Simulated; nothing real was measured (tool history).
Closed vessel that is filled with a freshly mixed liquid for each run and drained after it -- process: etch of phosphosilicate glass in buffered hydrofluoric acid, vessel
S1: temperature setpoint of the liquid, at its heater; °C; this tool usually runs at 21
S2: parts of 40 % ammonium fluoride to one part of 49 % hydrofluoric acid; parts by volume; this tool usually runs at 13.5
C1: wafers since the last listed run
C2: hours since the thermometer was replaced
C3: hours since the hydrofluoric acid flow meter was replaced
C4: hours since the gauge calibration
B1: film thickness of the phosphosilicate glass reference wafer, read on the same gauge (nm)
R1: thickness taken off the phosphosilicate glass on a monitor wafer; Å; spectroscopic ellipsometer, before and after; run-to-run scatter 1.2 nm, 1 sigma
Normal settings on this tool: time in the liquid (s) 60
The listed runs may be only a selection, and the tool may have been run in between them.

Run 1, hour 0: usual settings but S2 10 parts by volume; C1 0; C2 740.4; C3 307.2; C4 142.3; B1 109.98. Result: R1 2103.5 Å.
Run 2, hour 59.8: usual settings but S2 10 parts by volume; C1 8003; C2 800.2; C3 367; C4 202.1; B1 109.97. Result: R1 2114.3 Å.
Run 3, hour 123.6: usual settings but S2 10 parts by volume; C1 8538; C2 864; C3 430.8; C4 265.9; B1 109.98. Result: R1 2130.5 Å.
Run 4, hour 220.1: usual settings; C1 12915; C2 960.5; C3 527.3; C4 362.4; B1 110.01. Result: R1 1602.3 Å.
Run 5, hour 281.9: usual settings; C1 8271; C2 1022.3; C3 589.1; C4 424.2; B1 110.02. Result: R1 1616.8 Å.
Run 6, hour 345.9: usual settings but S2 18 parts by volume; C1 8565; C2 1086.3; C3 653.1; C4 488.2; B1 110.03. Result: R1 1225 Å.
Run 7, hour 428.6: usual settings but S2 18 parts by volume; C1 11068; C2 1169; C3 735.8; C4 570.9; B1 110.05. Result: R1 1220.8 Å.
Run 8, hour 497: usual settings but S2 16.5 parts by volume; C1 9154; C2 1237.4; C3 804.2; C4 639.3; B1 110.05. Result: R1 1329.1 Å.
At hour 517.2: hydrofluoric acid flow meter replaced.
Run 9, hour 583.2: usual settings but S2 16.5 parts by volume; C1 11403; C2 1323.6; C3 66; C4 725.5; B1 110. Result: R1 1317.4 Å.
Run 10, hour 681.4: usual settings but S1 23.5 °C, S2 12 parts by volume; C1 13142; C2 1421.8; C3 164.2; C4 823.7; B1 109.96. Result: R1 2090.5 Å.
Run 11, hour 745.8: usual settings but S1 23 °C, time in the liquid (s) 35; C1 8619; C2 1486.2; C3 228.6; C4 888.1; B1 110.02. Result: R1 1046.5 Å.
Run 12, hour 841.4: usual settings; C1 12794; C2 1581.8; C3 324.2; C4 983.7; B1 110. Result: R1 1632 Å.
Run 13, hour 919.9: usual settings but S1 18 °C, S2 17 parts by volume, time in the liquid (s) 35; C1 10506; C2 1660.3; C3 402.7; C4 1062.2; B1 109.98. Result: R1 644.4 Å.
Run 14, hour 960.4: usual settings but S1 17 °C; C1 5420; C2 1700.8; C3 443.2; C4 1102.7; B1 110.06. Result: R1 1310.6 Å.
At hour 985.4: gauge calibrated.
Run 15, hour 1028.3: usual settings but S1 17 °C, time in the liquid (s) 90; C1 9087; C2 1768.7; C3 511.1; C4 42.9; B1 109.98. Result: R1 1991.8 Å.
At hour 1057.1: thermometer replaced.
Run 16, hour 1111.2: usual settings but S2 8 parts by volume, time in the liquid (s) 30; C1 10961; C2 54.1; C3 594; C4 125.8; B1 109.99. Result: R1 1263.9 Å.
Run 17, hour 1187: usual settings; C1 10144; C2 129.9; C3 669.8; C4 201.6; B1 110.04. Result: R1 1564.8 Å.
Run 18, hour 1273.4: usual settings but S2 10.5 parts by volume, time in the liquid (s) 85; C1 11563; C2 216.3; C3 756.2; C4 288; B1 110.04. Result: R1 2873.6 Å.
At hour 1287.3: hydrofluoric acid flow meter replaced.
Run 19, hour 1312.1: usual settings but time in the liquid (s) 85; C1 5045; C2 255; C3 24.8; C4 326.7; B1 110. Result: R1 2146.3 Å.
Run 20, hour 1380.4: usual settings but S1 23.5 °C; C1 9141; C2 323.3; C3 93.1; C4 395; B1 110. Result: R1 1751.7 Å.

Per-run results on a tool with no hidden state, each run keeping its own random variation:
Hidden state present: liquid hotter than its thermometer reads (K); hydrofluoric acid flow above the setpoint (%); gauge reads high (%).
run      R1
  1  2027.1
  2  2030.1
  3  2038.1
  4  1510.6
  5  1517.4
  6  1144.8
  7  1134.3
  8  1228.4
  9  1241.9
 10  1958.9
 11     976
 12  1510.5
 13   592.6
 14  1201.1
 15  1816.8
 16  1215.6
 17  1502.5
 18  2743.5
 19  2119.5
 20  1721.9

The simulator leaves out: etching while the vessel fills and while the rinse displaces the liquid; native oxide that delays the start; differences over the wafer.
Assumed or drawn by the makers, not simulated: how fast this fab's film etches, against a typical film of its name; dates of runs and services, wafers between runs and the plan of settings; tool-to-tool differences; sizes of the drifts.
